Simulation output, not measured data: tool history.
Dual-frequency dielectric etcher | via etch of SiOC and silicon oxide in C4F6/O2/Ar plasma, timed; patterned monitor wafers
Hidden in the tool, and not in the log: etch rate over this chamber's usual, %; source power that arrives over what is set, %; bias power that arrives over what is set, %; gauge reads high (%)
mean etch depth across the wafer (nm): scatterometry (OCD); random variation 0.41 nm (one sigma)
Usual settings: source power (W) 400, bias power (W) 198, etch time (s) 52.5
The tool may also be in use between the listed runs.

run	hour	source power (W)	bias power (W)	etch time (s)	wafers since the last listed run	hours since the last wet clean	hours since the last source power generator calibration	hours since the last bias power generator calibration	hours since the last upper electrode change	hours since the gauge calibration	read-back reference wafer on the same gauge, depth_nm	mean etch depth across the wafer (nm)
1	0.0	400	198	52.5	0	363.2	3073.4	1915.4	3243.6	155.7	63.4	62.8
2	13.4	450	198	61.0	102	376.6	3086.8	1928.8	3257.0	169.1	63.3	77.0
3	22.7	400	198	52.5	71	385.9	3096.1	1938.1	3266.3	178.4	63.3	62.2
4	31.8	400	198	52.5	69	395.0	3105.2	1947.2	3275.4	187.5	63.3	62.7
5	38.6	400	176	52.5	52	401.8	3112.0	1954.0	3282.2	194.3	63.2	59.9
6	52.5	400	176	52.5	106	415.7	3125.9	1967.9	3296.1	208.2	63.2	59.8
7	59.6	400	176	52.5	54	422.8	3133.0	1975.0	3303.2	215.3	63.4	59.1
8	108.2	400	198	56.0	372	471.4	3181.6	2023.6	3351.8	263.9	63.1	66.7
9	114.7	400	198	52.5	49	477.9	3188.1	2030.1	3358.3	270.4	63.3	62.4
10	124.0	400	198	52.5	71	487.2	3197.4	2039.4	3367.6	279.7	63.3	61.9
11	133.5	400	198	52.5	72	496.7	3206.9	2048.9	3377.1	289.2	63.2	61.9
12	144.9	400	198	52.5	87	508.1	3218.3	2060.3	3388.5	300.6	63.4	62.3
13	162.2	400	198	52.5	132	525.4	3235.6	2077.6	3405.8	317.9	63.3	61.6
14	176.0	400	198	52.5	105	539.2	3249.4	2091.4	3419.6	331.7	63.4	61.7
# hour 179.7: gauge calibrated
15	193.0	500	198	37.5	130	556.2	3266.4	2108.4	3436.6	13.3	63.4	49.2
# hour 203.9: source power generator calibrated
# hour 218.1: upper electrode replaced
16	218.6	490	180	63.0	56	581.8	14.7	2134.0	0.5	38.9	63.3	79.0
17	223.7	450	217	42.5	39	586.9	19.8	2139.1	5.6	44.0	63.2	54.5
18	230.1	400	161	52.5	49	593.3	26.2	2145.5	12.0	50.4	63.3	56.6
19	242.9	450	217	42.5	98	606.1	39.0	2158.3	24.8	63.2	63.2	54.5
# hour 267.1: wet clean of the chamber
20	267.6	400	198	52.5	5	0.5	63.7	2183.0	49.5	87.9	63.3	63.4
21	267.9	400	175	42.0	2	0.8	64.0	2183.3	49.8	88.2	63.3	48.8
22	275.3	350	211	52.5	56	8.2	71.4	2190.7	57.2	95.6	63.3	61.3
# hour 284.6: bias power generator calibrated
23	321.7	400	198	52.5	324	54.6	117.8	37.1	103.6	142.0	63.4	62.7
24	337.6	400	198	52.5	121	70.5	133.7	53.0	119.5	157.9	63.3	64.1
25	348.8	330	198	52.5	85	81.7	144.9	64.2	130.7	169.1	63.3	57.7
26	393.4	430	166	62.5	341	126.3	189.5	108.8	175.3	213.7	63.2	72.9
27	406.5	320	198	52.5	100	139.4	202.6	121.9	188.4	226.8	63.3	56.1
28	413.1	440	244	46.0	50	146.0	209.2	128.5	195.0	233.4	63.5	63.6
29	419.9	360	198	52.5	52	152.8	216.0	135.3	201.8	240.2	63.3	59.6
30	452.9	430	233	66.0	252	185.8	249.0	168.3	234.8	273.2	63.2	87.8

Forecast each of these 4 alternatives for the next run:
A	453.3	400	198	52.5	3	186.2	249.4	168.7	235.2	273.6	?	?
B	453.3	400	198	65.0	3	186.2	249.4	168.7	235.2	273.6	?	?
C	453.3	400	198	43.5	3	186.2	249.4	168.7	235.2	273.6	?	?
D	453.3	330	216	52.5	3	186.2	249.4	168.7	235.2	273.6	?	?

run	read-back reference wafer on the same gauge, depth_nm	mean etch depth across the wafer (nm)
A	63.3	63.3
B	63.3	78.4
C	63.3	52.5
D	63.3	59.3
Without the tool's hidden state the same runs would have given:
run	mean etch depth across the wafer (nm)
A	65.1
B	80.5
C	53.9
D	61.0
